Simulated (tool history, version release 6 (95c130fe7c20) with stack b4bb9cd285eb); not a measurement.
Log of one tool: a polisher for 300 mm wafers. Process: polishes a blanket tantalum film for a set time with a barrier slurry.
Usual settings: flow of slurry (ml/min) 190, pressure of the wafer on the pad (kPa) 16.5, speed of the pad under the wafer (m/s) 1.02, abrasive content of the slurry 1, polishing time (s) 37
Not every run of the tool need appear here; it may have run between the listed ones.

| run | hour | flow of slurry (ml/min) | pressure of the wafer on the pad (kPa) | speed of the pad under the wafer (m/s) | abrasive content of the slurry | polishing time (s) | incoming thickness of the incoming film, nm | film removed (Å) |
|---|---|---|---|---|---|---|---|---|
| 1 | 0 | 190 | 16.5 | 1.02 | 1 | 37 | 220.9 | 694 |
| 2 | 18.8 | 190 | 16.5 | 1.02 | 1 | 37 | 219.4 | 683 |
|  | 29.6 | worn pad replaced by a new one |
| 3 | 34.8 | 190 | 16.5 | 1.02 | 1 | 37 | 221.8 | 685 |
| 4 | 42.7 | 190 | 16.5 | 1.02 | 1 | 27 | 222 | 509 |
| 5 | 50.7 | 190 | 16.5 | 1.02 | 1 | 37 | 220.9 | 707 |
| 6 | 57.2 | 190 | 16.5 | 1.02 | 1 | 37 | 221.8 | 709 |
| 7 | 70.9 | 225 | 16.5 | 1.28 | 1 | 37 | 219.4 | 891 |
| 8 | 82.6 | 225 | 16.5 | 1.28 | 1 | 37 | 223.4 | 886 |
|  | 97.9 | worn pad replaced by a new one |
| 9 | 98.4 | 225 | 16.5 | 1.28 | 1 | 37 | 217.1 | 896 |
| 10 | 109.9 | 190 | 16.5 | 1.02 | 1 | 37 | 215.7 | 732 |
| 11 | 124.9 | 190 | 16.5 | 1.02 | 1 | 37 | 217.6 | 712 |
| 12 | 135.1 | 190 | 16.5 | 1.02 | 1 | 37 | 218.9 | 715 |
|  | 144.4 | slurry nozzle cleaned |
|  | 144.7 | head pressure recalibrated |
| 13 | 145.2 | 190 | 16.5 | 1.02 | 1 | 37 | 220.6 | 633 |
| 14 | 156.9 | 190 | 14.5 | 1.02 | 1 | 37 | 219 | 530 |
| 15 | 164.8 | 190 | 14.5 | 1.02 | 1 | 37 | 219.4 | 541 |
|  | 173 | worn pad replaced by a new one, of another model than before |
| 16 | 182.4 | 190 | 16.5 | 1.14 | 1 | 37 | 222.6 | 674 |
| 17 | 189.4 | 190 | 16.5 | 1.02 | 1 | 37 | 220.6 | 632 |
| 18 | 198.8 | 190 | 16.5 | 1.02 | 1 | 37 | 224.1 | 617 |

Expected results for the next run?
| 19 | 206.8 | 190 | 13.1 | 1.02 | 0.8 | 37 | 222.7 | ? |

{"run 19": {"film removed (Å)": 483}}
On a tool with no hidden condition, and with the same random variation, this run would have come out at film removed (Å) 485.
